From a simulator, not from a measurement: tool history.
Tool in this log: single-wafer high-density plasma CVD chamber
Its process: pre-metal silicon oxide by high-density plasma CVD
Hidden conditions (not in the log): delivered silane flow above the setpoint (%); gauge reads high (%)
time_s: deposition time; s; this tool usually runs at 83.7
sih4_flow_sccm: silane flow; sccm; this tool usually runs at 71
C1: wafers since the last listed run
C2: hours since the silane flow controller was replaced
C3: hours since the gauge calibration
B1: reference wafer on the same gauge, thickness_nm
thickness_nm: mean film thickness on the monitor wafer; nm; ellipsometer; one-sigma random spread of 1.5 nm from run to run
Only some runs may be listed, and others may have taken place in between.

{"run": 1, "day": 0.0, "time_s": 83.7, "sih4_flow_sccm": 71, "C1": 0, "C2": 1645.1, "C3": 147.0, "B1": 647.641, "thickness_nm": 554.284}
{"run": 2, "day": 0.529, "time_s": 83.7, "sih4_flow_sccm": 71, "C1": 198, "C2": 1657.8, "C3": 159.7, "B1": 647.477, "thickness_nm": 552.135}
{"run": 3, "day": 1.071, "time_s": 83.7, "sih4_flow_sccm": 71, "C1": 203, "C2": 1670.8, "C3": 172.7, "B1": 646.889, "thickness_nm": 553.184}
{"run": 4, "day": 1.792, "time_s": 83.7, "sih4_flow_sccm": 71, "C1": 271, "C2": 1688.1, "C3": 190.0, "B1": 647.371, "thickness_nm": 551.118}
{"run": 5, "day": 2.267, "time_s": 83.7, "sih4_flow_sccm": 71, "C1": 178, "C2": 1699.5, "C3": 201.4, "B1": 647.147, "thickness_nm": 554.3}
{"run": 6, "day": 2.862, "time_s": 83.7, "sih4_flow_sccm": 71, "C1": 224, "C2": 1713.8, "C3": 215.7, "B1": 646.652, "thickness_nm": 549.234}
{"run": 7, "day": 3.45, "time_s": 76.2, "sih4_flow_sccm": 71, "C1": 220, "C2": 1727.9, "C3": 229.8, "B1": 647.446, "thickness_nm": 501.271}
{"run": 8, "day": 3.771, "time_s": 83.7, "sih4_flow_sccm": 71, "C1": 120, "C2": 1735.6, "C3": 237.5, "B1": 647.405, "thickness_nm": 552.995}
{"run": 9, "day": 4.208, "time_s": 83.7, "sih4_flow_sccm": 71, "C1": 164, "C2": 1746.1, "C3": 248.0, "B1": 646.814, "thickness_nm": 553.22}
{"run": 10, "day": 4.85, "time_s": 83.7, "sih4_flow_sccm": 71, "C1": 241, "C2": 1761.5, "C3": 263.4, "B1": 646.709, "thickness_nm": 552.984}
{"run": 11, "day": 5.362, "time_s": 83.7, "sih4_flow_sccm": 71, "C1": 192, "C2": 1773.8, "C3": 275.7, "B1": 646.755, "thickness_nm": 551.221}
{"run": 12, "day": 5.85, "time_s": 83.7, "sih4_flow_sccm": 71, "C1": 183, "C2": 1785.5, "C3": 287.4, "B1": 646.726, "thickness_nm": 552.104}
{"run": 13, "day": 6.508, "time_s": 83.7, "sih4_flow_sccm": 71, "C1": 247, "C2": 1801.3, "C3": 303.2, "B1": 646.687, "thickness_nm": 551.138}
{"run": 14, "day": 7.238, "time_s": 75.2, "sih4_flow_sccm": 76, "C1": 274, "C2": 1818.8, "C3": 320.7, "B1": 647.242, "thickness_nm": 531.042}
{"day": 7.267, "done": "gauge calibrated"}
{"run": 15, "day": 7.538, "time_s": 83.7, "sih4_flow_sccm": 84, "C1": 112, "C2": 1826.0, "C3": 6.5, "B1": 646.049, "thickness_nm": 655.602}
{"run": 16, "day": 8.104, "time_s": 76.4, "sih4_flow_sccm": 64, "C1": 213, "C2": 1839.6, "C3": 20.1, "B1": 646.671, "thickness_nm": 454.243}
{"day": 8.512, "done": "silane flow controller replaced"}
{"run": 17, "day": 8.533, "time_s": 83.7, "sih4_flow_sccm": 71, "C1": 36, "C2": 0.5, "C3": 30.4, "B1": 647.057, "thickness_nm": 553.645}
{"run": 18, "day": 9.146, "time_s": 83.7, "sih4_flow_sccm": 71, "C1": 230, "C2": 15.2, "C3": 45.1, "B1": 646.789, "thickness_nm": 553.573}
{"run": 19, "day": 9.404, "time_s": 73.6, "sih4_flow_sccm": 71, "C1": 97, "C2": 21.4, "C3": 51.3, "B1": 647.083, "thickness_nm": 487.1}
{"run": 20, "day": 10.104, "time_s": 72.9, "sih4_flow_sccm": 82, "C1": 263, "C2": 38.2, "C3": 68.1, "B1": 647.433, "thickness_nm": 554.906}
{"run": 21, "day": 10.717, "time_s": 77.8, "sih4_flow_sccm": 59, "C1": 230, "C2": 52.9, "C3": 82.8, "B1": 647.326, "thickness_nm": 427.018}
{"run": 22, "day": 11.446, "time_s": 94.3, "sih4_flow_sccm": 59, "C1": 274, "C2": 70.4, "C3": 100.3, "B1": 647.093, "thickness_nm": 514.04}
{"run": 23, "day": 13.604, "time_s": 68.4, "sih4_flow_sccm": 78, "C1": 811, "C2": 122.2, "C3": 152.1, "B1": 646.355, "thickness_nm": 495.552}
{"run": 24, "day": 13.938, "time_s": 83.7, "sih4_flow_sccm": 71, "C1": 125, "C2": 130.2, "C3": 160.1, "B1": 646.51, "thickness_nm": 552.225}
{"run": 25, "day": 14.517, "time_s": 83.7, "sih4_flow_sccm": 71, "C1": 217, "C2": 144.1, "C3": 174.0, "B1": 647.059, "thickness_nm": 550.936}
{"run": 26, "day": 16.308, "time_s": 70.7, "sih4_flow_sccm": 75, "C1": 673, "C2": 187.1, "C3": 217.0, "B1": 646.361, "thickness_nm": 494.841}
{"run": 27, "day": 16.708, "time_s": 96.2, "sih4_flow_sccm": 83, "C1": 150, "C2": 196.7, "C3": 226.6, "B1": 647.292, "thickness_nm": 743.833}
{"run": 28, "day": 17.038, "time_s": 83.7, "sih4_flow_sccm": 71, "C1": 123, "C2": 204.6, "C3": 234.5, "B1": 647.172, "thickness_nm": 551.484}

Hidden state at the last listed run before each entry between runs and at the first one after, where it differs:
Between runs 14 and 15: gauge calibrated (day 7.267)
  no hidden state differs between the two runs
Between runs 16 and 17: silane flow controller replaced (day 8.512)
  no hidden state differs between the two runs

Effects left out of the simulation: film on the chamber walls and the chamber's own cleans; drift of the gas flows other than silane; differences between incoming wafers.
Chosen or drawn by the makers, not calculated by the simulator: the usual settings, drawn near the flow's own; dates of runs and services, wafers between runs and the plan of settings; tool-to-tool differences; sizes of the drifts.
